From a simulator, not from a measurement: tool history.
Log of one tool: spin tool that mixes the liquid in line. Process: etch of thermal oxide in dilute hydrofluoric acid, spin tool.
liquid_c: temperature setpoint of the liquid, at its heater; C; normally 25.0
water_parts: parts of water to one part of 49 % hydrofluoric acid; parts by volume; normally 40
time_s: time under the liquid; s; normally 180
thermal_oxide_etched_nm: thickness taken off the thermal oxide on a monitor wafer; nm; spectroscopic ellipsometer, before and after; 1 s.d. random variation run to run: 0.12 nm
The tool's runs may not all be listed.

run   hour  liquid_c  water_parts  time_s  read-back film thickness of the thermal oxide reference wafer, read on the same gauge (nm)  thermal_oxide_etched_nm
  1    0.0      25.0           40     180                                                                                      100.00                    24.71
  2   26.3      25.0           40     180                                                                                       99.98                    24.78
  3   48.4      25.0           40     180                                                                                       99.97                    24.74
  4   64.8      25.0           50     180                                                                                       99.98                    19.64
  5   90.1      25.0           40     180                                                                                      100.01                    24.94
  6  117.9      25.0           40     180                                                                                       99.99                    24.66
  7  135.8      25.0           30     180                                                                                      100.00                    33.14
  8  166.8      25.0           30     180                                                                                       99.98                    33.34
  9  187.9      25.0           30     180                                                                                      100.01                    33.59
 10  217.9      25.0           40     180                                                                                      100.02                    24.69
 11  242.8      21.0           40     245                                                                                      100.03                    28.50
 12  268.2      21.0           40     245                                                                                      100.02                    28.41
 13  282.4      22.5           40     215                                                                                      100.04                    26.52
     296.1  -- gauge calibrated
     368.4  -- thermometer replaced
 14  381.4      22.5           40     215                                                                                       99.99                    26.61
 15  401.1      22.5           40     215                                                                                      100.01                    26.58
     410.7  -- hydrofluoric acid flow meter replaced
 16  435.9      22.5           40     265                                                                                       99.98                    32.87
 17  455.2      25.0           40     180                                                                                      100.01                    24.81
 18  489.8      25.0           30     180                                                                                       99.99                    33.51
 19  512.5      22.5           40     215                                                                                      100.03                    26.65
 20  527.3      22.5           40     215                                                                                       99.99                    26.61
 21  546.6      25.0           40      85                                                                                      100.01                    11.65
 22  564.5      28.0           40     255                                                                                       99.96                    39.62
 23  578.0      28.5           40     245                                                                                       99.99                    38.80
 24  609.3      28.5           35     105                                                                                      100.02                    19.06
 25  643.3      22.0           55     260                                                                                      100.01                    22.46
 26  667.5      25.0           35     180                                                                                      100.00                    28.76
 27  685.7      25.0           40      90                                                                                      100.03                    12.36
 28  703.9      29.0           55     150                                                                                       99.98                    16.99
 29  723.5      28.5           40     130                                                                                       99.99                    20.69
 30  749.6      29.0           25     280                                                                                       99.99                    74.04
 31  831.9      25.0           25     180                                                                                       99.95                    39.89
 32  848.9      28.5           20     180                                                                                      100.01                    58.25
 33  865.5      27.5           30     240                                                                                      100.01                    48.89

List, for all runs, the conditions of the tool that the log does not record:
liquid hotter than its thermometer reads (K): 0 at every run
hydrofluoric acid flow below the setpoint (%): 0 at every run
gauge reads high (%): 0 at every run
